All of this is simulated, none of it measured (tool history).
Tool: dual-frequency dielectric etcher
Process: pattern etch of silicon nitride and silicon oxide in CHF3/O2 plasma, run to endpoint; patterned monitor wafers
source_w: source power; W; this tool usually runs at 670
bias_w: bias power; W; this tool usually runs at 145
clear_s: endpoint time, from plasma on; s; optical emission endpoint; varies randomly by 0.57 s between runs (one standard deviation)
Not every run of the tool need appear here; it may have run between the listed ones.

run,day,source_w,bias_w,wafers since the last listed run,hours since the last wet clean,hours since the last source power generator calibration,hours since the last bias power generator calibration,hours since the last upper electrode change,"incoming incoming film thickness, nm",clear_s
1,0.000,600,145,0,117.6,3586.5,600.6,3034.9,250.5,181.2
2,2.429,670,145,484,175.9,3644.8,658.9,3093.2,249.0,169.2
3,4.392,670,145,391,223.0,3691.9,706.0,3140.3,251.1,170.0
4,7.208,550,124,562,290.6,3759.5,773.6,3207.9,250.0,197.9
5,9.654,550,124,488,349.3,3818.2,832.3,3266.6,249.0,198.0
6,11.508,550,124,370,393.8,3862.7,876.8,3311.1,251.6,200.3
7,14.204,610,145,538,458.5,3927.4,941.5,3375.8,247.4,175.4
# day 16.442: wet clean of the chamber
8,16.712,780,157,301,6.5,3987.6,1001.7,3436.0,250.3,153.0
9,19.038,780,157,464,62.3,4043.4,1057.5,3491.8,250.0,153.2
10,26.379,780,157,1465,238.5,4219.6,1233.7,3668.0,248.8,152.1
11,27.979,750,145,319,276.9,4258.0,1272.1,3706.4,249.8,159.6
12,29.908,750,145,385,323.2,4304.3,1318.4,3752.7,248.3,159.6
13,32.146,750,145,446,376.9,4358.0,1372.1,3806.4,249.4,158.8
14,33.538,560,145,277,410.3,4391.4,1405.5,3839.8,250.5,186.2
15,36.329,560,145,557,477.3,4458.4,1472.5,3906.8,252.4,189.0
# day 39.521: wet clean of the chamber
16,39.542,560,145,441,0.5,4535.5,1549.6,3983.9,248.5,185.2
17,41.162,670,145,323,39.4,4574.4,1588.5,4022.8,251.1,170.6
18,42.288,620,145,224,66.4,4601.4,1615.5,4049.8,246.4,174.5
19,44.950,590,164,531,130.3,4665.3,1679.4,4113.7,249.7,173.3
# day 47.125: source power generator calibrated
20,47.146,810,145,404,183.0,0.5,1732.1,4166.4,252.2,155.3
# day 48.542: bias power generator calibrated
21,49.492,670,164,434,239.3,56.8,22.8,4222.7,248.3,165.4
22,51.062,550,124,313,277.0,94.5,60.5,4260.4,249.5,199.4
23,52.646,760,113,316,315.0,132.5,98.5,4298.4,245.7,169.0
24,54.558,510,159,381,360.9,178.4,144.4,4344.3,248.0,192.1
25,56.417,670,145,370,405.5,223.0,189.0,4388.9,251.3,172.0
# day 57.446: upper electrode replaced
26,58.900,820,168,296,465.1,282.6,248.6,34.9,249.8,147.9
# day 60.804: wet clean of the chamber
27,60.825,790,145,184,0.5,328.8,294.8,81.1,247.7,154.2
28,61.804,670,158,195,24.0,352.3,318.3,104.6,248.9,164.7
29,63.279,670,113,294,59.4,387.7,353.7,140.0,249.3,182.7
30,65.758,510,179,494,118.9,447.2,413.2,199.5,247.5,183.5
31,68.079,670,145,463,174.6,502.9,468.9,255.2,248.7,169.4
32,69.908,670,157,365,218.5,546.8,512.8,299.1,252.2,166.4

What does the tool deliver on the next run?
33,71.167,510,179,251,248.7,577.0,543.0,329.3,250.9,?

clear_s: 185.4 s
Without the tool's hidden state the same run would have given clear_s 187.6 s.

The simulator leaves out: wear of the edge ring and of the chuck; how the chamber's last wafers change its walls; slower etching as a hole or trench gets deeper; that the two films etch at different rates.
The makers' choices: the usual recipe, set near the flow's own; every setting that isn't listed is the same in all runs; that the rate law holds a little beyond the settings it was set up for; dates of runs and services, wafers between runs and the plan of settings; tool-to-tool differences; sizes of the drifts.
